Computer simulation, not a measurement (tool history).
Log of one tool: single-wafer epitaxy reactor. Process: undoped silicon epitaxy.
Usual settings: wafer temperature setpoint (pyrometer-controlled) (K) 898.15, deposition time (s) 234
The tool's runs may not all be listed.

run	hour	wafer temperature setpoint (pyrometer-controlled) (K)	deposition time (s)	read-back reference wafer on the same gauge, thickness_nm	mean film thickness on the monitor wafer (Å)
1	0	898.15	262	27.581	296.46
2	23.7	898.15	262	27.67	291.65
3	57.1	898.15	234	27.611	262.38
4	73.4	909.15	234	27.565	349.15
5	92.8	904.15	234	27.555	308.76
6	106.7	904.15	234	27.569	304.99
7	124.8	904.15	234	27.577	310.02
# hour 149.2: gauge calibrated
8	160.6	888.15	234	27.576	203.27
9	179.2	888.15	234	27.577	204.98
10	200.1	888.15	234	27.599	206.18
11	213.8	890.15	266	27.612	246.44

Forecast run 12:
12	234.9	910.15	260	?	?

{"run 12": {"read-back reference wafer on the same gauge, thickness_nm": 27.594, "mean film thickness on the monitor wafer (Å)": 402.08}}
Without the tool's hidden state the same run would have given mean film thickness on the monitor wafer (Å) 359.49.

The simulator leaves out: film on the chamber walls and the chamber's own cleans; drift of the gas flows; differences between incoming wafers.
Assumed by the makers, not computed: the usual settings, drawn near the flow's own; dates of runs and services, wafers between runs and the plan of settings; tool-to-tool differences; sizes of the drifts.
